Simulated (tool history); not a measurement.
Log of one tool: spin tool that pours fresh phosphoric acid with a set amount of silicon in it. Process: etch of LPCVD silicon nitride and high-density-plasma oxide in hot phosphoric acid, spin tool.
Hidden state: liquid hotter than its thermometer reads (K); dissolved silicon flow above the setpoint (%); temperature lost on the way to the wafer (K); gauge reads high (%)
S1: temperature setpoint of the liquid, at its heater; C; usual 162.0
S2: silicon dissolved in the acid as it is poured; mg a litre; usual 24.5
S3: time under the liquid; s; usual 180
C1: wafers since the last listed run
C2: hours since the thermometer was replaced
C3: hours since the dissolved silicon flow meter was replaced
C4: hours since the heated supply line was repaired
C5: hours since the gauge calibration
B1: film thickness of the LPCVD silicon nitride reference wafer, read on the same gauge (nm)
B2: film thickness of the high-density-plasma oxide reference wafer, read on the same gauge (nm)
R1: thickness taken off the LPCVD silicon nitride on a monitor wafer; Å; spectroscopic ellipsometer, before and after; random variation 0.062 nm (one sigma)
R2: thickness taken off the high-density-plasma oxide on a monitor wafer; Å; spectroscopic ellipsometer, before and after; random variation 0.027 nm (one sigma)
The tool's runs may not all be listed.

Run 1, hour 0.0: usual settings; C1 0; C2 1875.1; C3 2064.2; C4 3506.4; C5 605.1; B1 100.00; B2 109.980. Result: R1 156.4 Å, R2 3.58 Å.
At hour 18.4: thermometer replaced.
At hour 18.8: heated supply line repaired.
Run 2, hour 31.0: usual settings; C1 220; C2 12.6; C3 2095.2; C4 12.2; C5 636.1; B1 99.99; B2 110.009. Result: R1 170.0 Å, R2 4.32 Å.
Run 3, hour 46.7: usual settings; C1 116; C2 28.3; C3 2110.9; C4 27.9; C5 651.8; B1 100.02; B2 110.018. Result: R1 169.0 Å, R2 3.95 Å.
Run 4, hour 67.1: usual settings; C1 151; C2 48.7; C3 2131.3; C4 48.3; C5 672.2; B1 99.99; B2 110.013. Result: R1 169.8 Å, R2 4.45 Å.
Run 5, hour 98.0: usual settings but S2 14.0 mg a litre; C1 229; C2 79.6; C3 2162.2; C4 79.2; C5 703.1; B1 100.02; B2 109.989. Result: R1 169.1 Å, R2 5.77 Å.
Run 6, hour 123.6: usual settings; C1 190; C2 105.2; C3 2187.8; C4 104.8; C5 728.7; B1 100.01; B2 110.006. Result: R1 170.3 Å, R2 4.71 Å.
At hour 138.1: gauge calibrated.
Run 7, hour 157.0: usual settings but S1 160.5 C, S2 39.0 mg a litre; C1 248; C2 138.6; C3 2221.2; C4 138.2; C5 18.9; B1 100.01; B2 110.004. Result: R1 161.1 Å, R2 1.95 Å.
Run 8, hour 178.6: usual settings; C1 160; C2 160.2; C3 2242.8; C4 159.8; C5 40.5; B1 99.98; B2 109.999. Result: R1 170.0 Å, R2 3.92 Å.
Run 9, hour 190.8: usual settings; C1 90; C2 172.4; C3 2255.0; C4 172.0; C5 52.7; B1 99.99; B2 110.001. Result: R1 169.9 Å, R2 4.74 Å.
Run 10, hour 218.5: usual settings but S1 164.5 C, S2 16.0 mg a litre; C1 205; C2 200.1; C3 2282.7; C4 199.7; C5 80.4; B1 100.02; B2 110.009. Result: R1 185.3 Å, R2 7.07 Å.
Run 11, hour 253.2: usual settings but S1 163.0 C, S2 8.5 mg a litre, S3 250 s; C1 257; C2 234.8; C3 2317.4; C4 234.4; C5 115.1; B1 100.01; B2 110.018. Result: R1 243.7 Å, R2 9.25 Å.
Run 12, hour 276.9: usual settings but S1 160.0 C, S3 90 s; C1 176; C2 258.5; C3 2341.1; C4 258.1; C5 138.8; B1 99.97; B2 110.014. Result: R1 79.5 Å, R2 1.76 Å.
Run 13, hour 296.2: usual settings but S2 17.0 mg a litre; C1 143; C2 277.8; C3 2360.4; C4 277.4; C5 158.1; B1 99.99; B2 110.003. Result: R1 170.3 Å, R2 4.97 Å.
At hour 299.0: dissolved silicon flow meter replaced.
Run 14, hour 309.3: usual settings; C1 89; C2 290.9; C3 10.3; C4 290.5; C5 171.2; B1 100.01; B2 109.978. Result: R1 169.9 Å, R2 4.60 Å.
Run 15, hour 330.8: usual settings; C1 159; C2 312.4; C3 31.8; C4 312.0; C5 192.7; B1 99.97; B2 110.020. Result: R1 169.6 Å, R2 4.11 Å.
Run 16, hour 364.6: usual settings but S2 30.5 mg a litre; C1 251; C2 346.2; C3 65.6; C4 345.8; C5 226.5; B1 99.95; B2 110.015. Result: R1 169.6 Å, R2 3.16 Å.
Run 17, hour 398.0: usual settings but S2 19.5 mg a litre; C1 248; C2 379.6; C3 99.0; C4 379.2; C5 259.9; B1 99.95; B2 109.997. Result: R1 170.8 Å, R2 5.07 Å.
Run 18, hour 426.8: usual settings but S1 160.0 C, S2 43.5 mg a litre, S3 260 s; C1 214; C2 408.4; C3 127.8; C4 408.0; C5 288.7; B1 100.05; B2 109.977. Result: R1 229.8 Å, R2 2.11 Å.
Run 19, hour 461.9: usual settings but S2 31.0 mg a litre, S3 210 s; C1 260; C2 443.5; C3 162.9; C4 443.1; C5 323.8; B1 99.97; B2 110.021. Result: R1 197.4 Å, R2 3.99 Å.
Run 20, hour 487.2: usual settings but S1 164.0 C, S2 36.5 mg a litre; C1 188; C2 468.8; C3 188.2; C4 468.4; C5 349.1; B1 100.01; B2 110.004. Result: R1 182.0 Å, R2 3.07 Å.

The same runs without the tool's hidden state, with the same run-to-run variation:
run     R1    R2
  1  169.1  4.25
  2  169.5  4.30
  3  168.5  3.93
  4  169.4  4.42
  5  168.7  5.74
  6  169.9  4.69
  7  160.7  1.94
  8  169.5  3.89
  9  169.4  4.71
 10  184.9  7.03
 11  243.1  9.20
 12   79.2  1.75
 13  169.8  4.94
 14  169.4  4.57
 15  169.1  4.08
 16  169.1  3.14
 17  170.2  5.03
 18  229.1  2.09
 19  196.8  3.96
 20  181.5  3.05

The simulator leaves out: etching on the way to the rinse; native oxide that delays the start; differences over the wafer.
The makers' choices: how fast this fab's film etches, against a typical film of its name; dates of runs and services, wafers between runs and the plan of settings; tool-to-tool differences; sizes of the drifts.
